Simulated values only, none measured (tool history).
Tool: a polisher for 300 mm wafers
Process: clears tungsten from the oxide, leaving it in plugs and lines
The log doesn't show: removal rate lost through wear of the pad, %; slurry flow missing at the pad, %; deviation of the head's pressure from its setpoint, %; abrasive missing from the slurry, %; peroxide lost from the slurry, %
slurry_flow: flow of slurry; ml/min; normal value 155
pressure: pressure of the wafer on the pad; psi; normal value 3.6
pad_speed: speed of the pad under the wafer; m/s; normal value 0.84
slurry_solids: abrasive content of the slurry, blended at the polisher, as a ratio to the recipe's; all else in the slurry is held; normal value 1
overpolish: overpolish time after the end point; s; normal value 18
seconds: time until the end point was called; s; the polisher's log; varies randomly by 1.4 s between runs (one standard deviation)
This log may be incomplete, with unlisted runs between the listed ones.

| run | hour | slurry_flow | pressure | pad_speed | slurry_solids | overpolish | wafers since the last listed run | wafers polished on this pad | hours since the slurry nozzle was cleaned | hours since the head pressure was calibrated | hours since the slurry blender was calibrated | hours since the slurry got fresh peroxide | incoming thickness of the incoming film, nm | seconds |
|---|---|---|---|---|---|---|---|---|---|---|---|---|---|---|
| 1 | 0 | 155 | 3.6 | 0.84 | 1 | 18 | 0 | 714 | 190.1 | 669.3 | 12.4 | 171.8 | 411.4 | 110.4 |
| 2 | 49.2 | 155 | 3.6 | 0.84 | 1 | 18 | 343 | 1057 | 239.3 | 718.5 | 61.6 | 221 | 404.6 | 111.8 |
|  | 57.8 | slurry tank refilled with fresh slurry and peroxide |
|  | 63.8 | head pressure recalibrated |
| 3 | 76.9 | 135 | 2.8 | 0.84 | 1 | 18 | 172 | 1230 | 267 | 13.1 | 89.3 | 19.1 | 408.7 | 143.9 |
|  | 101 | worn pad replaced by a new one |
| 4 | 194 | 135 | 2.8 | 0.84 | 1 | 18 | 789 | 648 | 384.1 | 130.2 | 206.4 | 136.2 | 407 | 146.2 |
| 5 | 219.7 | 155 | 3.6 | 0.84 | 1 | 18 | 179 | 828 | 409.8 | 155.9 | 232.1 | 161.9 | 412.4 | 112.9 |
| 6 | 277.9 | 155 | 3.6 | 0.84 | 1 | 18 | 406 | 1234 | 468 | 214.1 | 290.3 | 220.1 | 418.1 | 114.8 |
|  | 298.8 | slurry tank refilled with fresh slurry and peroxide |
|  | 303 | worn pad replaced by a new one |
| 7 | 345.6 | 155 | 3.6 | 0.84 | 1 | 18 | 437 | 297 | 535.7 | 281.8 | 358 | 46.8 | 409.5 | 112.6 |
| 8 | 392.2 | 155 | 3.6 | 0.84 | 1 | 18 | 325 | 622 | 582.3 | 328.4 | 404.6 | 93.4 | 416 | 115.7 |
|  | 480.4 | slurry blender recalibrated |
|  | 518.8 | worn pad replaced by a new one |
|  | 530.6 | slurry tank refilled with fresh slurry and peroxide |
| 9 | 545 | 155 | 3.6 | 0.84 | 1 | 18 | 1017 | 175 | 735.1 | 481.2 | 64.6 | 14.4 | 415.6 | 117.2 |
| 10 | 579.6 | 155 | 3.6 | 0.68 | 0.9 | 18 | 241 | 416 | 769.7 | 515.8 | 99.2 | 49 | 411.3 | 140.7 |

Run 11 comes next. What will it give?
|  | 582.4 | slurry nozzle cleaned |
| 11 | 605 | 175 | 3.6 | 0.66 | 1 | 18 | 170 | 587 | 22.6 | 541.2 | 124.6 | 74.4 | 419.3 | ? |

Run 11 measured seconds 130.2 s.
The same run, on a tool lacking any hidden state, would have yielded seconds 129.5 s.

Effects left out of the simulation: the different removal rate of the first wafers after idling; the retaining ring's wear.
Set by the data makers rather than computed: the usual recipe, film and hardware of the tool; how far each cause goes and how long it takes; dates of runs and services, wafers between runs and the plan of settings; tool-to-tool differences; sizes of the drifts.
